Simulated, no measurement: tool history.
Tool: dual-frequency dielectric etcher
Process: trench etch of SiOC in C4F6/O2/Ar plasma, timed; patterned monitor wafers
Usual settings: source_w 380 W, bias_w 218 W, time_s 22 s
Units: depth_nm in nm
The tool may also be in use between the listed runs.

run	hour	source_w	bias_w	time_s	read-back reference wafer on the same gauge, depth_nm	depth_nm
1	0	380	183	22	46.47	46.69
2	85.2	380	183	22	46.52	46.61
# hour 132: wet clean of the chamber
3	154.4	380	183	22	46.46	47.2
4	202.3	380	218	22	46.48	51.24
5	258.2	380	218	22	46.49	51.01
6	333.7	380	218	22	46.5	50.81
7	393.5	340	218	18	46.5	40.14
8	437.2	340	218	18	46.5	40.32
# hour 495: upper electrode replaced
# hour 541.7: wet clean of the chamber
9	542.2	380	218	22	46.51	53.85
10	660.9	440	218	17	46.5	43.02
# hour 678.8: bias power generator calibrated
# hour 754.5: wet clean of the chamber, repeated, since the last time left the tool worse
11	755	380	218	22	46.51	51.6
12	794.1	380	218	25.5	46.51	59.55
13	875.6	380	218	22	46.51	51.17
# hour 880.6: gauge calibrated
14	1129.4	380	218	22	46.47	50.6
# hour 1153.2: source power generator calibrated
# hour 1163.1: wet clean of the chamber
15	1174.4	440	256	26.5	46.49	69.83
16	1245.9	380	218	22	46.5	51.46
17	1297.3	310	202	19	46.49	40.67
18	1389.1	380	172	24.5	46.49	50.53
19	1463.4	290	218	25.5	46.51	55.08

Forecast each of these 3 alternatives for the next run:
A	1463.8	380	218	22	?	?
B	1463.8	380	182	22	?	?
C	1463.8	340	218	22	?	?

run	read-back reference wafer on the same gauge, depth_nm	depth_nm
A	46.49	50.85
B	46.49	46.58
C	46.49	49.44
Without the tool's hidden state the same runs would have given:
run	depth_nm
A	51.69
B	47.35
C	50.26
